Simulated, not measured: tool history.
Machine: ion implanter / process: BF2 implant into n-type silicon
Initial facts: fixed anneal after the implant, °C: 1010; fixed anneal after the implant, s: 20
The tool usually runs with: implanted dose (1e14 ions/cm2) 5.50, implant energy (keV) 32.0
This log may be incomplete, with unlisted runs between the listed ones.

run	day	implanted dose (1e14 ions/cm2)	implant energy (keV)	read-back reference wafer on the same gauge, sheet resistance	sheet resistance of the implanted and annealed layer (ohm/square)
1	0.000	5.50	37.5	223.84	201.74
2	2.283	5.50	32.0	224.26	203.45
3	3.983	5.50	32.0	223.63	202.01
4	5.575	5.50	32.0	223.31	202.59
5	6.775	5.50	32.0	223.62	202.36
6	9.325	5.50	32.0	224.35	203.89
7	11.125	5.50	32.0	223.92	205.72
8	12.892	5.50	32.0	224.45	202.27
9	15.700	5.50	32.0	224.15	202.80
10	17.350	4.60	32.0	224.17	235.66
11	19.550	4.60	32.0	223.75	233.41
12	21.554	5.50	25.5	223.89	212.69
13	22.596	5.50	32.0	224.32	204.57
14	24.112	5.50	32.0	224.35	202.98
# day 25.008: gauge calibrated
15	25.550	5.50	32.0	224.11	202.91
16	28.162	5.50	28.5	224.43	208.49
17	30.333	5.50	38.5	223.23	195.95
# day 31.454: extraction supply calibrated
18	31.608	6.71	24.0	223.56	187.13
# day 39.238: Faraday cup replaced and dose calibrated
19	39.921	6.03	32.0	223.98	189.66
20	42.558	6.63	26.0	224.28	186.10
21	45.533	3.93	38.0	223.96	265.42
22	47.142	5.50	40.5	224.50	196.52
23	48.908	5.50	25.0	224.27	212.76
24	51.450	6.63	26.0	224.48	185.89
25	53.742	5.50	32.0	224.04	203.12
26	55.462	6.10	42.5	224.42	180.85
27	57.592	5.50	32.0	223.93	202.69
28	60.492	5.50	32.0	223.21	203.29
29	62.254	5.50	41.5	223.90	196.96
30	65.200	5.50	32.0	223.74	202.25
31	66.396	4.16	39.5	223.75	252.21
32	68.742	4.17	32.0	224.25	256.84
33	71.488	5.50	32.0	224.05	203.15
34	73.483	3.93	38.0	224.08	262.69
35	75.229	7.11	35.0	223.71	165.29
36	76.746	4.80	37.5	224.06	224.47

Give the tool's hidden conditions for every run:
deviation of the true dose from the Faraday cup's reading, %: 0 on each run
deviation of the true energy from its setpoint, %: 0 on each run
gauge reads high (%): 0 on each run
